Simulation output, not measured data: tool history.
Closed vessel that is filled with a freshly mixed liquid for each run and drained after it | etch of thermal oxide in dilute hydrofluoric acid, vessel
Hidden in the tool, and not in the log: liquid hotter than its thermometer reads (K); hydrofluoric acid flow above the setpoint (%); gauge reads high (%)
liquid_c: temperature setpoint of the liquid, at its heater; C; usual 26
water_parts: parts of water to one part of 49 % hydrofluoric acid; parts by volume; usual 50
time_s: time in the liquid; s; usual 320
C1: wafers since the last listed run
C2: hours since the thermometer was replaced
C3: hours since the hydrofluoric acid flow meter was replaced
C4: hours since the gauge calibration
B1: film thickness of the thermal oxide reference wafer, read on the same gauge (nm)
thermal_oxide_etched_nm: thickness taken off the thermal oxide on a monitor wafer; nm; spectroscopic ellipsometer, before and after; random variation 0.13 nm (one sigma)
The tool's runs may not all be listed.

run 1 hour=0 | liquid_c=26 water_parts=50 time_s=370 | C1=0 C2=1702.9 C3=1958.8 C4=166.2 | B1=79.99 | thermal_oxide_etched_nm=46.3
run 2 hour=10.9 | liquid_c=26 water_parts=50 time_s=320 | C1=543 C2=1713.8 C3=1969.7 C4=177.1 | B1=80.02 | thermal_oxide_etched_nm=40.14
run 3 hour=20.6 | liquid_c=26 water_parts=50 time_s=320 | C1=484 C2=1723.5 C3=1979.4 C4=186.8 | B1=79.98 | thermal_oxide_etched_nm=40.19
run 4 hour=32.4 | liquid_c=26 water_parts=50 time_s=320 | C1=588 C2=1735.3 C3=1991.2 C4=198.6 | B1=79.98 | thermal_oxide_etched_nm=40.19
run 5 hour=48.8 | liquid_c=26 water_parts=50 time_s=320 | C1=818 C2=1751.7 C3=2007.6 C4=215 | B1=79.99 | thermal_oxide_etched_nm=40.19
run 6 hour=57.8 | liquid_c=26 water_parts=50 time_s=320 | C1=449 C2=1760.7 C3=2016.6 C4=224 | B1=80 | thermal_oxide_etched_nm=40.13
run 7 hour=67.2 | liquid_c=26 water_parts=50 time_s=375 | C1=469 C2=1770.1 C3=2026 C4=233.4 | B1=80.04 | thermal_oxide_etched_nm=47.3
run 8 hour=76.4 | liquid_c=26 water_parts=50 time_s=320 | C1=459 C2=1779.3 C3=2035.2 C4=242.6 | B1=80 | thermal_oxide_etched_nm=40.42
run 9 hour=92.9 | liquid_c=26 water_parts=50 time_s=320 | C1=823 C2=1795.8 C3=2051.7 C4=259.1 | B1=79.97 | thermal_oxide_etched_nm=40.36
run 10 hour=100.9 | liquid_c=25 water_parts=50 time_s=320 | C1=399 C2=1803.8 C3=2059.7 C4=267.1 | B1=80 | thermal_oxide_etched_nm=38.84
run 11 hour=114.4 | liquid_c=25 water_parts=50 time_s=320 | C1=673 C2=1817.3 C3=2073.2 C4=280.6 | B1=80 | thermal_oxide_etched_nm=38.77
run 12 hour=127.4 | liquid_c=29 water_parts=50 time_s=320 | C1=648 C2=1830.3 C3=2086.2 C4=293.6 | B1=80.04 | thermal_oxide_etched_nm=45.57
run 13 hour=140.8 | liquid_c=29 water_parts=50 time_s=320 | C1=668 C2=1843.7 C3=2099.6 C4=307 | B1=80.04 | thermal_oxide_etched_nm=45.37
run 14 hour=155 | liquid_c=23.5 water_parts=50 time_s=320 | C1=708 C2=1857.9 C3=2113.8 C4=321.2 | B1=79.99 | thermal_oxide_etched_nm=36.67
run 15 hour=161.7 | liquid_c=28 water_parts=50 time_s=215 | C1=334 C2=1864.6 C3=2120.5 C4=327.9 | B1=79.99 | thermal_oxide_etched_nm=29.57
run 16 hour=196.7 | liquid_c=26 water_parts=50 time_s=320 | C1=1746 C2=1899.6 C3=2155.5 C4=362.9 | B1=79.96 | thermal_oxide_etched_nm=40.56
run 17 hour=203.3 | liquid_c=23.5 water_parts=35 time_s=475 | C1=329 C2=1906.2 C3=2162.1 C4=369.5 | B1=79.98 | thermal_oxide_etched_nm=79.55
-- hour=208.8 hydrofluoric acid flow meter replaced
-- hour=209 gauge calibrated
run 18 hour=214.4 | liquid_c=26 water_parts=50 time_s=320 | C1=503 C2=1917.3 C3=5.6 C4=5.4 | B1=80.03 | thermal_oxide_etched_nm=36.72
run 19 hour=231.1 | liquid_c=27.5 water_parts=40 time_s=320 | C1=833 C2=1934 C3=22.3 C4=22.1 | B1=80 | thermal_oxide_etched_nm=49.71
run 20 hour=238.1 | liquid_c=26 water_parts=50 time_s=320 | C1=349 C2=1941 C3=29.3 C4=29.1 | B1=80 | thermal_oxide_etched_nm=36.93
run 21 hour=245 | liquid_c=22.5 water_parts=60 time_s=320 | C1=344 C2=1947.9 C3=36.2 C4=36 | B1=79.96 | thermal_oxide_etched_nm=26.19
-- hour=255.3 thermometer replaced
run 22 hour=256.6 | liquid_c=26 water_parts=50 time_s=440 | C1=528 C2=1.3 C3=47.8 C4=47.6 | B1=79.99 | thermal_oxide_etched_nm=50.29
run 23 hour=273.8 | liquid_c=22.5 water_parts=50 time_s=320 | C1=858 C2=18.5 C3=65 C4=64.8 | B1=79.96 | thermal_oxide_etched_nm=31.94
run 24 hour=285.1 | liquid_c=26 water_parts=50 time_s=260 | C1=563 C2=29.8 C3=76.3 C4=76.1 | B1=79.99 | thermal_oxide_etched_nm=30.12
run 25 hour=301.6 | liquid_c=26 water_parts=50 time_s=320 | C1=823 C2=46.3 C3=92.8 C4=92.6 | B1=79.98 | thermal_oxide_etched_nm=36.77
run 26 hour=314.8 | liquid_c=28.5 water_parts=50 time_s=215 | C1=658 C2=59.5 C3=106 C4=105.8 | B1=79.98 | thermal_oxide_etched_nm=27.46
run 27 hour=324.8 | liquid_c=26 water_parts=50 time_s=260 | C1=498 C2=69.5 C3=116 C4=115.8 | B1=80.04 | thermal_oxide_etched_nm=30.18
run 28 hour=334.1 | liquid_c=29 water_parts=35 time_s=465 | C1=464 C2=78.8 C3=125.3 C4=125.1 | B1=79.99 | thermal_oxide_etched_nm=88.68

5 ways to go on from here, each from the tool as it stands after run 28. What would each give?
run A hour=334.8 | liquid_c=26 water_parts=50 time_s=320 | C1=34 C2=79.5 C3=126 C4=125.8 | B1=? | thermal_oxide_etched_nm=?
run B hour=334.8 | liquid_c=23 water_parts=35 time_s=130 | C1=34 C2=79.5 C3=126 C4=125.8 | B1=? | thermal_oxide_etched_nm=?
run C hour=334.8 | liquid_c=26 water_parts=50 time_s=475 | C1=34 C2=79.5 C3=126 C4=125.8 | B1=? | thermal_oxide_etched_nm=?
run D hour=334.8 | liquid_c=26 water_parts=50 time_s=190 | C1=34 C2=79.5 C3=126 C4=125.8 | B1=? | thermal_oxide_etched_nm=?
run E hour=334.8 | liquid_c=29 water_parts=50 time_s=240 | C1=34 C2=79.5 C3=126 C4=125.8 | B1=? | thermal_oxide_etched_nm=?

run=A B1=79.97 thermal_oxide_etched_nm=37.08
run=B B1=79.97 thermal_oxide_etched_nm=19.39
run=C B1=79.97 thermal_oxide_etched_nm=55.04
run=D B1=79.97 thermal_oxide_etched_nm=22.02
run=E B1=79.97 thermal_oxide_etched_nm=31.37
Without the tool's hidden state the same runs would have given:
run=A thermal_oxide_etched_nm=35.62
run=B thermal_oxide_etched_nm=18.64
run=C thermal_oxide_etched_nm=52.88
run=D thermal_oxide_etched_nm=21.15
run=E thermal_oxide_etched_nm=30.13

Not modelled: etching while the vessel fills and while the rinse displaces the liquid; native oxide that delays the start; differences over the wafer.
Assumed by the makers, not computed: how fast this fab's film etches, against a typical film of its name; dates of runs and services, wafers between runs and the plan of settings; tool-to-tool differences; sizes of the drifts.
